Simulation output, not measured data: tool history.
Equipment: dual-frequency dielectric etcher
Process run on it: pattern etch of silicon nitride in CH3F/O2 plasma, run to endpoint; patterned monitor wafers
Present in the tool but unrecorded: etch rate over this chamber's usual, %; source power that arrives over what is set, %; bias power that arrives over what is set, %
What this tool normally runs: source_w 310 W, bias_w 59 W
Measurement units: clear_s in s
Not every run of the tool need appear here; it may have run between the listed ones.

run	hour	source_w	bias_w	wafers since the last listed run	hours since the last wet clean	hours since the last source power generator calibration	hours since the last bias power generator calibration	hours since the last upper electrode change	incoming incoming film thickness, nm	clear_s
1	0.0	310	59	0	403.6	1079.0	238.4	2751.4	82.3	108.4
2	48.7	310	59	264	452.3	1127.7	287.1	2800.1	82.1	107.7
3	99.0	310	59	272	502.6	1178.0	337.4	2850.4	81.6	107.5
# hour 136.5: wet clean of the chamber
4	202.4	310	56	430	65.9	1281.4	440.8	2953.8	81.9	108.9
5	284.1	310	59	443	147.6	1363.1	522.5	3035.5	81.3	106.3
6	343.1	310	59	320	206.6	1422.1	581.5	3094.5	81.0	106.3
7	398.3	280	59	299	261.8	1477.3	636.7	3149.7	81.8	110.7
8	480.6	280	59	446	344.1	1559.6	719.0	3232.0	81.6	111.0
9	576.1	280	59	517	439.6	1655.1	814.5	3327.5	82.0	111.0
10	646.3	310	59	380	509.8	1725.3	884.7	3397.7	80.4	105.5
# hour 711.4: wet clean of the chamber
11	711.9	310	59	225	0.5	1790.9	950.3	3463.3	80.8	105.8
12	797.0	310	68	461	85.6	1876.0	1035.4	3548.4	81.5	102.5
13	853.0	310	68	303	141.6	1932.0	1091.4	3604.4	82.2	103.1
14	911.8	310	59	318	200.4	1990.8	1150.2	3663.2	81.9	107.3
15	972.8	250	55	330	261.4	2051.8	1211.2	3724.2	81.9	117.2
16	1009.9	260	46	201	298.5	2088.9	1248.3	3761.3	82.0	120.7
17	1078.0	310	59	369	366.6	2157.0	1316.4	3829.4	81.7	106.6
18	1172.0	350	70	509	460.6	2251.0	1410.4	3923.4	81.4	97.5
19	1227.6	380	59	301	516.2	2306.6	1466.0	3979.0	81.3	98.5
# hour 1259.2: wet clean of the chamber
20	1325.8	310	53	402	66.6	2404.8	1564.2	4077.2	81.8	109.3
21	1367.3	360	64	225	108.1	2446.3	1605.7	4118.7	82.2	99.4
# hour 1423.9: bias power generator calibrated
22	1463.6	250	59	500	204.4	2542.6	39.7	4215.0	81.5	113.4
# hour 1517.9: source power generator calibrated
23	1561.9	310	52	511	302.7	44.0	138.0	4313.3	80.7	110.4
24	1630.7	240	59	373	371.5	112.8	206.8	4382.1	81.8	117.6
# hour 1737.2: upper electrode replaced
25	1737.7	330	59	450	478.5	219.8	313.8	0.5	82.0	106.6
26	1762.7	310	59	135	503.5	244.8	338.8	25.5	80.7	107.0
27	1818.0	310	59	299	558.8	300.1	394.1	80.8	81.8	108.3
# hour 1857.4: wet clean of the chamber
28	1908.4	260	70	360	51.0	390.5	484.5	171.2	81.4	109.5
29	1955.2	350	59	253	97.8	437.3	531.3	218.0	81.5	103.4
30	2057.3	250	71	553	199.9	539.4	633.4	320.1	81.8	110.6
31	2270.3	310	59	1155	412.9	752.4	846.4	533.1	82.0	108.7
32	2339.3	230	73	374	481.9	821.4	915.4	602.1	82.1	114.1
33	2417.6	390	49	424	560.2	899.7	993.7	680.4	81.5	103.9
# hour 2450.7: wet clean of the chamber
34	2472.4	310	59	167	21.7	954.5	1048.5	735.2	81.2	107.5
35	2566.3	280	50	509	115.6	1048.4	1142.4	829.1	82.3	116.5
36	2647.1	380	68	438	196.4	1129.2	1223.2	909.9	81.7	97.1

Below are 3 alternative next runs, each starting from the tool's condition after run 36. Predict each:
A	2647.6	310	73	2	196.9	1129.7	1223.7	910.4	81.6	?
B	2647.6	310	55	2	196.9	1129.7	1223.7	910.4	81.6	?
C	2647.6	340	65	2	196.9	1129.7	1223.7	910.4	81.6	?

run	clear_s
A	102.1
B	109.7
C	102.0
Had the tool no hidden state, the same runs would have come out as:
run	clear_s
A	102.3
B	109.9
C	102.1

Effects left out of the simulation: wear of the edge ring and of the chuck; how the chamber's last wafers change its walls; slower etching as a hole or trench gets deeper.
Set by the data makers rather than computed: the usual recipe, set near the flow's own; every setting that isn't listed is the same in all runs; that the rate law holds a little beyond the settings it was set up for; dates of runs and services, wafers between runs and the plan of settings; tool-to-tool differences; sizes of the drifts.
